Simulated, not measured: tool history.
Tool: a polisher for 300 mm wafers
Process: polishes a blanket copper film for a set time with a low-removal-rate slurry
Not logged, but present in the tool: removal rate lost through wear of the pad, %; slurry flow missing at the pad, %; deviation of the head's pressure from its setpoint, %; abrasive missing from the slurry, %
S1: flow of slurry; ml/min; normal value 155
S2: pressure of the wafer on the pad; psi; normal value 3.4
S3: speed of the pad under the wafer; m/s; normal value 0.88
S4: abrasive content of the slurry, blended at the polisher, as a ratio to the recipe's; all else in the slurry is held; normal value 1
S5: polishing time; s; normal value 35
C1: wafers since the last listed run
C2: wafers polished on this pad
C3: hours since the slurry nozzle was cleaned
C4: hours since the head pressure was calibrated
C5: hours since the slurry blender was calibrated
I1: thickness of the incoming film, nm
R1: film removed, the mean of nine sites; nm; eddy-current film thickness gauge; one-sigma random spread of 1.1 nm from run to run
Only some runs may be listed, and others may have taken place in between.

run 1 hour=0 | S1=135 S2=3.4 S3=0.88 S4=1 S5=35 | C1=0 C2=933 C3=185.2 C4=481.8 C5=162.7 | I1=1222.8 | R1=85.9
-- hour=31.2 slurry nozzle cleaned
run 2 hour=64.1 | S1=155 S2=3.4 S3=0.88 S4=1 S5=35 | C1=658 C2=1592 C3=32.9 C4=545.9 C5=226.8 | I1=1229.8 | R1=84.5
run 3 hour=96.4 | S1=155 S2=3.4 S3=0.88 S4=1 S5=35 | C1=337 C2=1929 C3=65.2 C4=578.2 C5=259.1 | I1=1215.5 | R1=81.5
-- hour=109.9 worn pad replaced by a new one
-- hour=123.8 slurry blender recalibrated
run 4 hour=160.8 | S1=155 S2=3.4 S3=0.88 S4=1 S5=35 | C1=609 C2=510 C3=129.6 C4=642.6 C5=37 | I1=1209.7 | R1=84.8
run 5 hour=211.9 | S1=120 S2=3.4 S3=0.88 S4=1 S5=35 | C1=533 C2=1044 C3=180.7 C4=693.7 C5=88.1 | I1=1208.8 | R1=83
-- hour=253.9 slurry nozzle cleaned
-- hour=271.1 worn pad replaced by a new one
run 6 hour=272.3 | S1=155 S2=4.2 S3=0.88 S4=0.8 S5=35 | C1=578 C2=12 C3=18.4 C4=754.1 C5=148.5 | I1=1199.8 | R1=94.2
run 7 hour=340.4 | S1=155 S2=4.2 S3=0.88 S4=0.8 S5=35 | C1=710 C2=723 C3=86.5 C4=822.2 C5=216.6 | I1=1188.5 | R1=95.2
run 8 hour=395.2 | S1=155 S2=3.4 S3=0.88 S4=0.8 S5=35 | C1=572 C2=1295 C3=141.3 C4=877 C5=271.4 | I1=1200.9 | R1=81.8
-- hour=413 slurry blender recalibrated
run 9 hour=431.3 | S1=155 S2=3.4 S3=0.88 S4=0.8 S5=35 | C1=356 C2=1651 C3=177.4 C4=913.1 C5=18.3 | I1=1195.9 | R1=79.6
-- hour=439 worn pad replaced by a new one
-- hour=452.6 slurry nozzle cleaned
run 10 hour=480.4 | S1=155 S2=3.4 S3=1.18 S4=0.9 S5=35 | C1=460 C2=422 C3=27.8 C4=962.2 C5=67.4 | I1=1207.7 | R1=110
run 11 hour=531.4 | S1=155 S2=3.4 S3=0.88 S4=1 S5=35 | C1=532 C2=954 C3=78.8 C4=1013.2 C5=118.4 | I1=1208.3 | R1=87.2
run 12 hour=585.7 | S1=105 S2=3 S3=1.12 S4=0.8 S5=35 | C1=566 C2=1521 C3=133.1 C4=1067.5 C5=172.7 | I1=1199.7 | R1=90.3
-- hour=615.4 worn pad replaced by a new one
run 13 hour=648.6 | S1=155 S2=3.4 S3=0.88 S4=1 S5=35 | C1=614 C2=346 C3=196 C4=1130.4 C5=235.6 | I1=1204.5 | R1=85.4
-- hour=668.5 slurry blender recalibrated
run 14 hour=679.2 | S1=155 S2=3.4 S3=0.88 S4=1 S5=28 | C1=298 C2=645 C3=226.6 C4=1161 C5=10.7 | I1=1222.9 | R1=68.8
-- hour=696.2 slurry nozzle cleaned
-- hour=698.8 head pressure recalibrated
run 15 hour=745.3 | S1=105 S2=3 S3=1.16 S4=0.9 S5=35 | C1=658 C2=1303 C3=49.1 C4=46.5 C5=76.8 | I1=1205.2 | R1=95.4
run 16 hour=784.8 | S1=185 S2=3.4 S3=0.88 S4=1.2 S5=35 | C1=412 C2=1716 C3=88.6 C4=86 C5=116.3 | I1=1204.8 | R1=89.3
-- hour=808.8 worn pad replaced by a new one
run 17 hour=825.6 | S1=155 S2=3.4 S3=0.88 S4=1 S5=35 | C1=384 C2=175 C3=129.4 C4=126.8 C5=157.1 | I1=1203 | R1=86.1
run 18 hour=886.5 | S1=155 S2=3.4 S3=0.88 S4=1 S5=44 | C1=635 C2=811 C3=190.3 C4=187.7 C5=218 | I1=1216.3 | R1=107.9
run 19 hour=924.8 | S1=120 S2=2.4 S3=0.88 S4=0.85 S5=46 | C1=399 C2=1211 C3=228.6 C4=226 C5=256.3 | I1=1203.7 | R1=88.9

Subtracting, for every run, the result it would have given without the tool's unlogged condition from the measured result gives the following. The same run-to-run variation enters both numbers; the gauge's scatter may not:
run=1 R1=-1.3
run=2 R1=-3.4
run=3 R1=-4.8
run=4 R1=-1.2
run=5 R1=-2.2
run=6 R1=+0
run=7 R1=-0.8
run=8 R1=-2.1
run=9 R1=-3.4
run=10 R1=-0.4
run=11 R1=-1.3
run=12 R1=-3.2
run=13 R1=-0.2
run=14 R1=-0.5
run=15 R1=-2.7
run=16 R1=-4.3
run=17 R1=-0.3
run=18 R1=-1.3
run=19 R1=-2.2
